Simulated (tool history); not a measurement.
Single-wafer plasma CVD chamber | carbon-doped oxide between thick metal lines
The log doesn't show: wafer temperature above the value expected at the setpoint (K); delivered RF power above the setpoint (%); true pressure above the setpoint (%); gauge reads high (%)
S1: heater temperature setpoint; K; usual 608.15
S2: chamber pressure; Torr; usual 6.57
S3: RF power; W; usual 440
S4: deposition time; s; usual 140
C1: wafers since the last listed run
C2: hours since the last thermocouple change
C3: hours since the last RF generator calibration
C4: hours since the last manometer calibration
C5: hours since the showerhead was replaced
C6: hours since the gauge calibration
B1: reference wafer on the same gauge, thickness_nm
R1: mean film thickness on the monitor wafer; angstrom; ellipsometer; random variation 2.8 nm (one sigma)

| run | hour | S1 | S2 | S3 | S4 | C1 | C2 | C3 | C4 | C5 | C6 | B1 | R1 |
|---|---|---|---|---|---|---|---|---|---|---|---|---|---|
| 1 | 0.0 | 608.15 | 6.57 | 395 | 127 | 0 | 2041.3 | 2038.9 | 1472.4 | 3277.6 | 801.6 | 821.232 | 5240.42 |
|  | 43.4 | gauge calibrated |
| 2 | 48.9 | 608.15 | 6.57 | 440 | 140 | 610 | 2090.2 | 2087.8 | 1521.3 | 3326.5 | 5.5 | 821.423 | 6422.40 |
| 3 | 106.8 | 608.15 | 6.57 | 440 | 140 | 723 | 2148.1 | 2145.7 | 1579.2 | 3384.4 | 63.4 | 820.789 | 6419.37 |
| 4 | 178.4 | 608.15 | 6.57 | 440 | 140 | 894 | 2219.7 | 2217.3 | 1650.8 | 3456.0 | 135.0 | 821.499 | 6428.67 |
| 5 | 239.4 | 608.15 | 6.57 | 440 | 140 | 761 | 2280.7 | 2278.3 | 1711.8 | 3517.0 | 196.0 | 822.180 | 6421.06 |
| 6 | 271.5 | 608.15 | 7.68 | 440 | 130 | 400 | 2312.8 | 2310.4 | 1743.9 | 3549.1 | 228.1 | 820.898 | 5996.54 |
|  | 280.3 | RF generator calibrated |
| 7 | 310.6 | 608.15 | 7.68 | 440 | 130 | 388 | 2351.9 | 30.3 | 1783.0 | 3588.2 | 267.2 | 822.065 | 6414.51 |
| 8 | 401.8 | 608.15 | 6.57 | 440 | 126 | 1139 | 2443.1 | 121.5 | 1874.2 | 3679.4 | 358.4 | 821.362 | 6134.34 |
|  | 459.1 | thermocouple changed; heater temperature recalibrated |
| 9 | 459.6 | 608.15 | 6.57 | 440 | 126 | 622 | 0.5 | 179.3 | 1932.0 | 3737.2 | 416.2 | 820.047 | 6119.99 |
|  | 514.9 | capacitance manometer re-zeroed and calibrated |
| 10 | 528.5 | 608.15 | 6.57 | 440 | 140 | 760 | 69.4 | 248.2 | 13.6 | 3806.1 | 485.1 | 821.291 | 6801.72 |
| 11 | 597.9 | 608.15 | 6.57 | 440 | 140 | 866 | 138.8 | 317.6 | 83.0 | 3875.5 | 554.5 | 821.403 | 6764.74 |
| 12 | 637.8 | 615.15 | 7.05 | 365 | 152 | 498 | 178.7 | 357.5 | 122.9 | 3915.4 | 594.4 | 821.521 | 5950.49 |
| 13 | 690.0 | 620.15 | 5.44 | 440 | 140 | 652 | 230.9 | 409.7 | 175.1 | 3967.6 | 646.6 | 820.898 | 6403.33 |
| 14 | 731.7 | 595.15 | 8.20 | 395 | 163 | 520 | 272.6 | 451.4 | 216.8 | 4009.3 | 688.3 | 821.825 | 7483.33 |
| 15 | 795.3 | 608.15 | 7.08 | 405 | 140 | 794 | 336.2 | 515.0 | 280.4 | 4072.9 | 751.9 | 821.153 | 6265.12 |
|  | 809.2 | gauge calibrated |
| 16 | 834.3 | 608.15 | 6.57 | 440 | 166 | 487 | 375.2 | 554.0 | 319.4 | 4111.9 | 25.1 | 823.224 | 7929.84 |
| 17 | 885.3 | 608.15 | 6.57 | 395 | 127 | 637 | 426.2 | 605.0 | 370.4 | 4162.9 | 76.1 | 821.453 | 5456.37 |
|  | 927.0 | showerhead replaced |
| 18 | 953.7 | 593.15 | 7.75 | 440 | 140 | 754 | 494.6 | 673.4 | 438.8 | 26.7 | 144.5 | 821.748 | 7127.21 |
| 19 | 979.1 | 621.15 | 6.57 | 380 | 140 | 317 | 520.0 | 698.8 | 464.2 | 52.1 | 169.9 | 820.227 | 5529.24 |
| 20 | 1015.4 | 595.15 | 7.42 | 510 | 149 | 453 | 556.3 | 735.1 | 500.5 | 88.4 | 206.2 | 822.444 | 8559.82 |
| 21 | 1063.3 | 608.15 | 6.57 | 440 | 140 | 598 | 604.2 | 783.0 | 548.4 | 136.3 | 254.1 | 819.085 | 6675.97 |
| 22 | 1092.3 | 608.15 | 6.57 | 410 | 140 | 362 | 633.2 | 812.0 | 577.4 | 165.3 | 283.1 | 821.909 | 6210.42 |
| 23 | 1159.4 | 608.15 | 5.86 | 440 | 149 | 838 | 700.3 | 879.1 | 644.5 | 232.4 | 350.2 | 823.224 | 7075.74 |
| 24 | 1185.1 | 612.15 | 5.64 | 500 | 121 | 321 | 726.0 | 904.8 | 670.2 | 258.1 | 375.9 | 821.772 | 6258.90 |
| 25 | 1249.0 | 608.15 | 5.57 | 510 | 140 | 798 | 789.9 | 968.7 | 734.1 | 322.0 | 439.8 | 822.882 | 7445.90 |
| 26 | 1302.4 | 608.15 | 6.57 | 440 | 140 | 667 | 843.3 | 1022.1 | 787.5 | 375.4 | 493.2 | 821.199 | 6595.22 |
| 27 | 1369.0 | 608.15 | 5.62 | 440 | 153 | 831 | 909.9 | 1088.7 | 854.1 | 442.0 | 559.8 | 822.076 | 7207.42 |
| 28 | 1429.1 | 608.15 | 6.57 | 440 | 140 | 750 | 970.0 | 1148.8 | 914.2 | 502.1 | 619.9 | 821.483 | 6663.24 |

4 ways to go on from here, each from the tool as it stands after run 28. What would each give?
| A | 1429.5 | 608.15 | 6.57 | 440 | 140 | 4 | 970.4 | 1149.2 | 914.6 | 502.5 | 620.3 | ? | ? |
| B | 1429.5 | 608.15 | 6.57 | 440 | 125 | 4 | 970.4 | 1149.2 | 914.6 | 502.5 | 620.3 | ? | ? |
| C | 1429.5 | 616.15 | 6.57 | 355 | 140 | 4 | 970.4 | 1149.2 | 914.6 | 502.5 | 620.3 | ? | ? |
| D | 1429.5 | 594.15 | 5.69 | 360 | 140 | 4 | 970.4 | 1149.2 | 914.6 | 502.5 | 620.3 | ? | ? |

| run | B1 | R1 |
|---|---|---|
| A | 820.705 | 6628.91 |
| B | 820.705 | 5921.41 |
| C | 820.705 | 5174.08 |
| D | 820.705 | 5612.32 |
Without the tool's hidden state the same runs would have given:
| run | R1 |
|---|---|
| A | 6847.10 |
| B | 6116.31 |
| C | 5351.97 |
| D | 5805.29 |

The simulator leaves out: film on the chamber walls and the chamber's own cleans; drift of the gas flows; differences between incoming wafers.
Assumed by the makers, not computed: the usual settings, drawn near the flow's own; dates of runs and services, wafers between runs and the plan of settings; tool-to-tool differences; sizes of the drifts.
